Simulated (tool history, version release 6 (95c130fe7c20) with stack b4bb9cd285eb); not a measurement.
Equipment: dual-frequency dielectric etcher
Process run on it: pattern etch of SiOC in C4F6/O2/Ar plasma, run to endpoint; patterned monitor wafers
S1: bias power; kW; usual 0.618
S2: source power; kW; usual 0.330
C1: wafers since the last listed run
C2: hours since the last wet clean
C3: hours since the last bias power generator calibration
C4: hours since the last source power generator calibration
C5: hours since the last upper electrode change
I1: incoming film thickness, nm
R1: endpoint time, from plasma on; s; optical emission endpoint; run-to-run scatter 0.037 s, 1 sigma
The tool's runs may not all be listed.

run 1 hour=0.0 | S1=0.618 S2=0.330 | C1=0 C2=590.7 C3=4378.7 C4=1367.9 C5=1432.0 | I1=32.00 | R1=11.0
-- hour=54.2 wet clean of the chamber
run 2 hour=84.0 | S1=0.618 S2=0.330 | C1=1164 C2=29.8 C3=4462.7 C4=1451.9 C5=1516.0 | I1=31.74 | R1=11.3
run 3 hour=161.9 | S1=0.618 S2=0.330 | C1=1511 C2=107.7 C3=4540.6 C4=1529.8 C5=1593.9 | I1=31.82 | R1=11.2
run 4 hour=230.8 | S1=0.618 S2=0.330 | C1=1336 C2=176.6 C3=4609.5 C4=1598.7 C5=1662.8 | I1=31.82 | R1=11.2
run 5 hour=330.1 | S1=0.618 S2=0.330 | C1=1926 C2=275.9 C3=4708.8 C4=1698.0 C5=1762.1 | I1=31.53 | R1=11.0
run 6 hour=404.3 | S1=0.618 S2=0.330 | C1=1439 C2=350.1 C3=4783.0 C4=1772.2 C5=1836.3 | I1=31.84 | R1=11.1
run 7 hour=452.7 | S1=0.510 S2=0.380 | C1=939 C2=398.5 C3=4831.4 C4=1820.6 C5=1884.7 | I1=31.58 | R1=11.2
run 8 hour=520.1 | S1=0.510 S2=0.380 | C1=1307 C2=465.9 C3=4898.8 C4=1888.0 C5=1952.1 | I1=31.85 | R1=11.2
run 9 hour=595.1 | S1=0.618 S2=0.330 | C1=1455 C2=540.9 C3=4973.8 C4=1963.0 C5=2027.1 | I1=31.66 | R1=10.9
-- hour=629.6 wet clean of the chamber
run 10 hour=657.0 | S1=0.618 S2=0.370 | C1=735 C2=27.4 C3=5035.7 C4=2024.9 C5=2089.0 | I1=31.52 | R1=10.6
run 11 hour=729.4 | S1=0.618 S2=0.280 | C1=1404 C2=99.8 C3=5108.1 C4=2097.3 C5=2161.4 | I1=31.45 | R1=12.1
-- hour=759.1 bias power generator calibrated
run 12 hour=767.2 | S1=0.618 S2=0.330 | C1=655 C2=137.6 C3=8.1 C4=2135.1 C5=2199.2 | I1=31.77 | R1=11.2
run 13 hour=820.5 | S1=0.618 S2=0.330 | C1=1034 C2=190.9 C3=61.4 C4=2188.4 C5=2252.5 | I1=31.94 | R1=11.2
run 14 hour=917.6 | S1=0.767 S2=0.390 | C1=1883 C2=288.0 C3=158.5 C4=2285.5 C5=2349.6 | I1=31.51 | R1=9.4
-- hour=962.3 source power generator calibrated
run 15 hour=1182.3 | S1=0.565 S2=0.270 | C1=5058 C2=552.7 C3=423.2 C4=220.0 C5=2614.3 | I1=31.48 | R1=12.3
-- hour=1229.9 wet clean of the chamber
-- hour=1255.8 upper electrode replaced, of another model than before
run 16 hour=1283.8 | S1=0.703 S2=0.330 | C1=1038 C2=53.9 C3=524.7 C4=321.5 C5=28.0 | I1=31.53 | R1=10.8
run 17 hour=1356.4 | S1=0.618 S2=0.330 | C1=1408 C2=126.5 C3=597.3 C4=394.1 C5=100.6 | I1=31.84 | R1=11.3
run 18 hour=1432.8 | S1=0.545 S2=0.300 | C1=1482 C2=202.9 C3=673.7 C4=470.5 C5=177.0 | I1=31.72 | R1=12.0
run 19 hour=1526.9 | S1=0.515 S2=0.280 | C1=1825 C2=297.0 C3=767.8 C4=564.6 C5=271.1 | I1=32.07 | R1=12.5
run 20 hour=1755.3 | S1=0.767 S2=0.250 | C1=4431 C2=525.4 C3=996.2 C4=793.0 C5=499.5 | I1=31.65 | R1=11.1
-- hour=1798.5 wet clean of the chamber
run 21 hour=1844.2 | S1=0.475 S2=0.390 | C1=1259 C2=45.7 C3=1085.1 C4=881.9 C5=588.4 | I1=31.79 | R1=11.5

4 ways to go on from here, each from the tool as it stands after run 21. What would each give?
run A hour=1844.6 | S1=0.618 S2=0.400 | C1=7 C2=46.1 C3=1085.5 C4=882.3 C5=588.8 | I1=31.65 | R1=?
run B hour=1844.6 | S1=0.472 S2=0.260 | C1=7 C2=46.1 C3=1085.5 C4=882.3 C5=588.8 | I1=31.65 | R1=?
run C hour=1844.6 | S1=0.760 S2=0.300 | C1=7 C2=46.1 C3=1085.5 C4=882.3 C5=588.8 | I1=31.65 | R1=?
run D hour=1844.6 | S1=0.550 S2=0.310 | C1=7 C2=46.1 C3=1085.5 C4=882.3 C5=588.8 | I1=31.65 | R1=?

run=A R1=10.6
run=B R1=13.3
run=C R1=10.9
run=D R1=11.9
Stripped of hidden state, with their random variation kept, the same runs would have yielded:
run=A R1=10.6
run=B R1=13.3
run=C R1=10.9
run=D R1=12.0

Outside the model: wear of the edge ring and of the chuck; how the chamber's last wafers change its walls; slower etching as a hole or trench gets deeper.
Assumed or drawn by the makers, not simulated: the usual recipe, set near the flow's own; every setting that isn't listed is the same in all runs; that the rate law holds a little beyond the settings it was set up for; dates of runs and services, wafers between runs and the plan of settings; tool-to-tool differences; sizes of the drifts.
